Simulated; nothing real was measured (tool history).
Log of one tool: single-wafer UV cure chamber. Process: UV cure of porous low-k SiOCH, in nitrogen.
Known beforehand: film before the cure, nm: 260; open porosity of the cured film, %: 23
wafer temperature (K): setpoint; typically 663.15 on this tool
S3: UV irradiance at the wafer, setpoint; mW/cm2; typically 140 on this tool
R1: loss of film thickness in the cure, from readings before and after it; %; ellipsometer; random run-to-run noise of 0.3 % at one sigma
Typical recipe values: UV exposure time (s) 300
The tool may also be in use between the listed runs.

Run 1, hour 0: usual settings. Result: R1 15.697 %.
Run 2, hour 62.3: usual settings. Result: R1 15.712 %.
At hour 91.7: quartz window cleaned.
Run 3, hour 92.2: usual settings. Result: R1 17.175 %.
Run 4, hour 140: usual settings but wafer temperature (K) 675.15. Result: R1 17.194 %.
Run 5, hour 186: usual settings but wafer temperature (K) 675.15. Result: R1 17.205 %.
Run 6, hour 255.1: usual settings but wafer temperature (K) 675.15. Result: R1 16.554 %.
Run 7, hour 302.9: usual settings. Result: R1 16.125 %.
Run 8, hour 367.5: usual settings. Result: R1 15.661 %.
Run 9, hour 416.3: usual settings. Result: R1 16.289 %.
Run 10, hour 453.7: usual settings but S3 121 mW/cm2. Result: R1 14.524 %.
At hour 500.4: quartz window cleaned.
Run 11, hour 500.9: usual settings. Result: R1 16.946 %.
Run 12, hour 546.1: usual settings but wafer temperature (K) 649.15. Result: R1 16.485 %.
At hour 574.4: UV bulbs replaced.
Run 13, hour 617.9: usual settings. Result: R1 16.256 %.
Run 14, hour 666.6: usual settings. Result: R1 16.068 %.
Run 15, hour 696.2: usual settings but wafer temperature (K) 655.15. Result: R1 15.752 %.
Run 16, hour 722.6: usual settings but wafer temperature (K) 655.15. Result: R1 15.65 %.
Run 17, hour 767.7: usual settings but wafer temperature (K) 644.15, UV exposure time (s) 175. Result: R1 12.65 %.
Run 18, hour 802.7: usual settings. Result: R1 15.691 %.
Run 19, hour 856.8: usual settings but wafer temperature (K) 678.15. Result: R1 15.508 %.
At hour 890.2: quartz window cleaned.
Run 20, hour 928.3: usual settings. Result: R1 16.334 %.
Run 21, hour 999.6: usual settings but wafer temperature (K) 683.15, UV exposure time (s) 245, S3 128 mW/cm2. Result: R1 15.05 %.
Run 22, hour 1060.3: usual settings but wafer temperature (K) 647.15, UV exposure time (s) 450, S3 168 mW/cm2. Result: R1 18.969 %.
Run 23, hour 1121: usual settings. Result: R1 16.207 %.
At hour 1192.7: quartz window cleaned.
Run 24, hour 1330.9: usual settings. Result: R1 16.406 %.
Run 25, hour 1365.6: usual settings but wafer temperature (K) 679.15, UV exposure time (s) 365, S3 104 mW/cm2. Result: R1 16.379 %.
Run 26, hour 1399.3: usual settings. Result: R1 16.119 %.
Run 27, hour 1462.7: usual settings. Result: R1 15.686 %.
At hour 1555.8: quartz window cleaned.
Run 28, hour 1588.6: usual settings but wafer temperature (K) 649.15, UV exposure time (s) 180, S3 102 mW/cm2. Result: R1 12.202 %.
Run 29, hour 1627.7: usual settings but S3 174 mW/cm2. Result: R1 17.692 %.
Run 30, hour 1677.9: usual settings but wafer temperature (K) 653.15, UV exposure time (s) 200, S3 174 mW/cm2. Result: R1 14.983 %.
Run 31, hour 1708.9: usual settings but wafer temperature (K) 669.15, UV exposure time (s) 220, S3 105 mW/cm2. Result: R1 13.24 %.
Run 32, hour 1778.6: usual settings. Result: R1 15.902 %.

Consider 5 possible next runs. They are alternatives, not a sequence: every one starts from the tool as it was left by run 32. What does each give?
Run A, hour 1779.1: usual settings. Result: R1 ?.
Run B, hour 1779.1: usual settings but wafer temperature (K) 653.15. Result: R1 ?.
Run C, hour 1779.1: usual settings but wafer temperature (K) 655.15, UV exposure time (s) 155, S3 123 mW/cm2. Result: R1 ?.
Run D, hour 1779.1: usual settings but wafer temperature (K) 655.15, UV exposure time (s) 420. Result: R1 ?.
Run E, hour 1779.1: usual settings but wafer temperature (K) 657.15, S3 176 mW/cm2. Result: R1 ?.

run      R1
  A  16.376
  B  16.155
  C  12.006
  D  18.067
  E  17.512
Stripped of hidden state, with their random variation kept, the same runs would have yielded:
run      R1
  A  17.287
  B  17.064
  C  12.851
  D  18.988
  E   18.43
